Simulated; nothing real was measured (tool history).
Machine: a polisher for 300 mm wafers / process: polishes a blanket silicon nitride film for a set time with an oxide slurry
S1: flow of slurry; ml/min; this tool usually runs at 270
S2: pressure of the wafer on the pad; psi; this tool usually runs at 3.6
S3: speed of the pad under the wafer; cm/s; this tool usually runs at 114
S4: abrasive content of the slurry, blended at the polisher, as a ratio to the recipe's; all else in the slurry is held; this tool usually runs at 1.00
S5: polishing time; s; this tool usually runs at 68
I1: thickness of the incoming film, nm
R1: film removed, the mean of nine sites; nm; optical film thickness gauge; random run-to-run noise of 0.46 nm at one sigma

run	day	S1	S2	S3	S4	S5	I1	R1
1	0.000	270	3.6	114	1.00	74	518.8	40.6
# day 0.350: worn pad replaced by a new one
# day 1.438: slurry nozzle cleaned
2	4.217	230	3.6	114	1.00	68	515.6	41.5
3	5.275	270	3.6	114	1.00	68	519.9	40.9
4	6.888	240	3.0	136	1.15	68	513.1	40.3
5	8.338	270	3.6	94	1.00	68	529.7	36.9
6	9.679	245	4.5	152	1.00	68	520.1	58.5
# day 10.471: head pressure recalibrated
# day 11.150: slurry blender recalibrated
7	17.517	270	3.9	82	1.25	48	520.0	28.1
# day 18.929: conditioning disc replaced and pad reconditioned
8	19.592	270	3.6	132	1.00	68	521.3	43.8
# day 20.967: worn pad replaced by a new one, of another model than before
9	21.912	225	3.6	148	1.00	68	523.2	49.7
10	23.900	270	2.6	114	1.00	54	524.0	25.9
11	24.958	270	3.6	114	1.00	68	527.1	40.4
12	26.229	270	4.3	114	1.00	68	520.2	44.5
13	28.475	210	3.6	114	1.00	68	512.8	39.6
# day 28.688: slurry blender recalibrated
14	29.767	270	2.5	114	1.00	68	512.3	31.8
15	31.958	270	3.6	138	1.00	80	518.7	55.3
# day 32.046: slurry nozzle cleaned
# day 33.229: head pressure recalibrated
16	34.733	360	4.6	138	1.25	68	512.7	64.0
17	35.775	270	3.6	114	1.00	68	515.5	41.2
18	38.021	270	3.6	114	1.00	68	521.8	40.8
# day 39.917: conditioning disc replaced and pad reconditioned
# day 40.708: worn pad replaced by a new one
19	40.946	270	3.6	114	1.00	55	522.1	32.9
20	42.038	195	4.1	138	0.90	68	519.5	48.2
21	43.321	240	3.0	136	1.15	68	513.7	44.3
22	44.658	270	3.6	114	1.00	68	530.2	41.9
# day 45.883: slurry blender recalibrated
23	47.229	270	3.1	114	1.25	68	525.4	40.9
24	48.921	315	3.6	150	1.00	82	513.9	61.9
25	49.954	270	3.6	114	0.90	68	523.4	38.2
# day 55.358: head pressure recalibrated
26	56.971	270	3.6	114	1.00	68	512.8	39.9

Selected run-to-run steps in R1, each split into two signed amounts: the part the tool would show with no hidden state at all (from settings, incoming material and random variation), and the remainder, which goes to the hidden state together with any gauge scatter not common to the measured and the hidden-state-free results:
Hidden state present: removal rate lost through wear of the pad, %; slurry flow missing at the pad, %; deviation of the head's pressure from its setpoint, %; abrasive missing from the slurry, %; time polished since the conditioner stopped cutting, s.
Run 1 -> 2: S1 270 -> 230, S5 74 -> 68, worn pad replaced by a new one, slurry nozzle cleaned. R1 +0.9 nm: hidden state +3.4, all else -2.5.
Run 6 -> 7: S1 245 -> 270, S2 4.5 -> 3.9, S3 152 -> 82, S4 1.00 -> 1.25, S5 68 -> 48, head pressure recalibrated, slurry blender recalibrated. R1 -30.4 nm: hidden state -0.1, all else -30.3.
Run 9 -> 10: S1 225 -> 270, S2 3.6 -> 2.6, S3 148 -> 114, S5 68 -> 54. R1 -23.8 nm: hidden state +0.3, all else -24.1.
Run 15 -> 16: S1 270 -> 360, S2 3.6 -> 4.6, S4 1.00 -> 1.25, S5 80 -> 68, slurry nozzle cleaned, head pressure recalibrated. R1 +8.7 nm: hidden state +2.1, all else +6.6.
